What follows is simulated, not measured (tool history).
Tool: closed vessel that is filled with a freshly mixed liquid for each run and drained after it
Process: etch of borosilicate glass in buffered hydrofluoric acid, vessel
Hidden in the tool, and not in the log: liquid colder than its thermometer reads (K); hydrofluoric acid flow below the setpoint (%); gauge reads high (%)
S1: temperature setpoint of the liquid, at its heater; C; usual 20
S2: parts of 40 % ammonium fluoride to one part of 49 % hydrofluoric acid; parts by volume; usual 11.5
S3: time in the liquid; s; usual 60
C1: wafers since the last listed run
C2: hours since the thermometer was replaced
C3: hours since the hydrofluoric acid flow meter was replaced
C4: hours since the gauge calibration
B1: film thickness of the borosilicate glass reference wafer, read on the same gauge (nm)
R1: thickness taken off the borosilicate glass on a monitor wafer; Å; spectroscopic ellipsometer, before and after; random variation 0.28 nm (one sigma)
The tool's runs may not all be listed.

run 1 day=0 | S1=20 S2=11.5 S3=60 | C1=0 C2=2718.7 C3=339.9 C4=378.7 | B1=99.97 | R1=495.8
run 2 day=0.746 | S1=20 S2=11.5 S3=60 | C1=1265 C2=2736.6 C3=357.8 C4=396.6 | B1=100.03 | R1=492.8
run 3 day=1.125 | S1=21.5 S2=11.5 S3=60 | C1=643 C2=2745.7 C3=366.9 C4=405.7 | B1=100 | R1=538.1
run 4 day=1.617 | S1=21.5 S2=11.5 S3=60 | C1=834 C2=2757.5 C3=378.7 C4=417.5 | B1=100.04 | R1=532.7
run 5 day=2.346 | S1=21.5 S2=11.5 S3=60 | C1=1237 C2=2775 C3=396.2 C4=435 | B1=99.99 | R1=536.7
run 6 day=2.717 | S1=20 S2=13.5 S3=60 | C1=629 C2=2783.9 C3=405.1 C4=443.9 | B1=99.98 | R1=417.2
run 7 day=3.362 | S1=20 S2=13.5 S3=60 | C1=1095 C2=2799.4 C3=420.6 C4=459.4 | B1=99.99 | R1=419
run 8 day=4.025 | S1=18.5 S2=11.5 S3=60 | C1=1124 C2=2815.3 C3=436.5 C4=475.3 | B1=100.02 | R1=454
run 9 day=4.758 | S1=20 S2=11.5 S3=60 | C1=1244 C2=2832.9 C3=454.1 C4=492.9 | B1=100.03 | R1=483.2
run 10 day=5.342 | S1=20 S2=11.5 S3=60 | C1=989 C2=2846.9 C3=468.1 C4=506.9 | B1=100 | R1=490.1
-- day=5.625 thermometer replaced
run 11 day=5.992 | S1=20 S2=11.5 S3=60 | C1=1032 C2=8.8 C3=483.7 C4=522.5 | B1=100.02 | R1=485.1
run 12 day=6.5 | S1=20 S2=11.5 S3=60 | C1=862 C2=21 C3=495.9 C4=534.7 | B1=99.98 | R1=489.4
run 13 day=7.246 | S1=20 S2=14 S3=60 | C1=1265 C2=38.9 C3=513.8 C4=552.6 | B1=99.99 | R1=400.9
run 14 day=7.946 | S1=20 S2=15 S3=60 | C1=1187 C2=55.7 C3=530.6 C4=569.4 | B1=99.99 | R1=373.9
-- day=8.383 gauge calibrated
run 15 day=8.612 | S1=22 S2=7 S3=95 | C1=1131 C2=71.7 C3=546.6 C4=5.5 | B1=100 | R1=1377
run 16 day=9.296 | S1=20 S2=14.5 S3=60 | C1=1159 C2=88.1 C3=563 C4=21.9 | B1=99.99 | R1=383.1
run 17 day=9.875 | S1=24.5 S2=11.5 S3=60 | C1=982 C2=102 C3=576.9 C4=35.8 | B1=100.02 | R1=618.2
run 18 day=10.4 | S1=20 S2=7 S3=60 | C1=890 C2=114.6 C3=589.5 C4=48.4 | B1=99.98 | R1=780.1
run 19 day=11.046 | S1=17.5 S2=12.5 S3=60 | C1=1095 C2=130.1 C3=605 C4=63.9 | B1=99.99 | R1=387.8
run 20 day=11.4 | S1=24 S2=9.5 S3=35 | C1=600 C2=138.6 C3=613.5 C4=72.4 | B1=99.99 | R1=415.9
run 21 day=12.125 | S1=20 S2=11.5 S3=60 | C1=1230 C2=156 C3=630.9 C4=89.8 | B1=99.97 | R1=474.6
run 22 day=12.438 | S1=17 S2=14 S3=60 | C1=530 C2=163.5 C3=638.4 C4=97.3 | B1=99.98 | R1=331.9
run 23 day=12.967 | S1=17 S2=16 S3=30 | C1=897 C2=176.2 C3=651.1 C4=110 | B1=100 | R1=146.1
-- day=13.417 hydrofluoric acid flow meter replaced
run 24 day=13.458 | S1=20 S2=9.5 S3=30 | C1=763 C2=188 C3=1 C4=121.8 | B1=99.98 | R1=303.9
run 25 day=13.946 | S1=20 S2=11.5 S3=60 | C1=827 C2=199.7 C3=12.7 C4=133.5 | B1=99.99 | R1=513
run 26 day=14.692 | S1=24 S2=9.5 S3=35 | C1=1265 C2=217.6 C3=30.6 C4=151.4 | B1=99.98 | R1=439
run 27 day=15.354 | S1=23.5 S2=11.5 S3=60 | C1=1124 C2=233.5 C3=46.5 C4=167.3 | B1=100.02 | R1=610.5
run 28 day=16.046 | S1=18.5 S2=13 S3=60 | C1=1173 C2=250.1 C3=63.1 C4=183.9 | B1=99.98 | R1=414.7
run 29 day=16.717 | S1=20 S2=8.5 S3=60 | C1=1138 C2=266.2 C3=79.2 C4=200 | B1=99.99 | R1=659
run 30 day=17.325 | S1=20 S2=11.5 S3=60 | C1=1032 C2=280.8 C3=93.8 C4=214.6 | B1=100.01 | R1=504.7

Forecast run 31:
run 31 day=17.679 | S1=22 S2=11.5 S3=90 | C1=600 C2=289.3 C3=102.3 C4=223.1 | B1=? | R1=?

{"run 31": {"B1": 100, "R1": 848.1}}
Without the tool's hidden state the same run would have given R1 863.9 Å.
